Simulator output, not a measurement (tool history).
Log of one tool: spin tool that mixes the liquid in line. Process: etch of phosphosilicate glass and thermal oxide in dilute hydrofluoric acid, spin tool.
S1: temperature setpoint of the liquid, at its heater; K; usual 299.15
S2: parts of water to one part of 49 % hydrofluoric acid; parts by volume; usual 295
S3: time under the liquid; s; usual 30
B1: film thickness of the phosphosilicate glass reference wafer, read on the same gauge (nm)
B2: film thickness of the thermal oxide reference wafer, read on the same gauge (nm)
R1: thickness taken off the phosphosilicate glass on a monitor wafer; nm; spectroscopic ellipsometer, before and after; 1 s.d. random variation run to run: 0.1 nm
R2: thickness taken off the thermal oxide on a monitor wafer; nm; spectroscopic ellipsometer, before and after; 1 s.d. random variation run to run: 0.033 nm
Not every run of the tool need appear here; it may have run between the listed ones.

run   hour      S1   S2  S3      B1      B2     R1     R2
  1    0.0  299.15  295  30  129.98  40.003  15.22  0.353
  2   36.3  299.15  295  30  130.00  40.001  15.44  0.327
  3   72.5  299.15  295  30  129.98  39.996  15.34  0.376
  4  107.3  299.15  295  30  129.97  39.989  15.46  0.312
  5  144.8  299.15  295  30  129.98  40.011  15.25  0.393
  6  286.1  299.15  295  30  129.96  39.997  15.03  0.350
  7  340.9  299.15  295  30  130.06  40.012  14.98  0.352
     342.2  -- thermometer replaced
  8  410.2  299.15  295  45  130.03  40.014  22.33  0.514
     478.1  -- hydrofluoric acid flow meter replaced
  9  478.7  296.15  295  15  129.98  39.980   7.68  0.169
     482.5  -- gauge calibrated
 10  535.0  299.15  350  30  130.01  40.002  13.58  0.328
 11  596.6  301.15  205  40  130.01  40.011  39.01  1.007
 12  635.8  299.15  430  30  130.02  40.024  10.22  0.247
 13  689.4  299.15  295  30  130.01  39.982  16.88  0.330
 14  727.3  299.15  295  30  129.98  40.018  17.01  0.415
 15  759.0  296.65  295  30  130.01  40.008  15.56  0.371
 16  815.5  300.65  365  30  129.99  40.014  13.23  0.338

Below are 5 alternative next runs, each starting from the tool's condition after run 16. Predict each:
  A  815.9  299.15  295  30   ?   ?   ?   ?
  B  815.9  299.15  295  40   ?   ?   ?   ?
  C  815.9  302.15  180  45   ?   ?   ?   ?
  D  815.9  301.65  190  50   ?   ?   ?   ?
  E  815.9  299.15  385  15   ?   ?   ?   ?

run      B1      B2     R1     R2
  A  129.99  39.985  16.91  0.409
  B  129.99  39.985  22.55  0.545
  C  129.99  39.985  52.56  1.270
  D  129.99  39.985  53.68  1.297
  E  129.99  39.985   5.92  0.143
Without the tool's unlogged condition, the same runs would have read:
run     R1     R2
  A  17.45  0.422
  B  23.26  0.562
  C  54.12  1.307
  D  55.29  1.336
  E   6.12  0.148
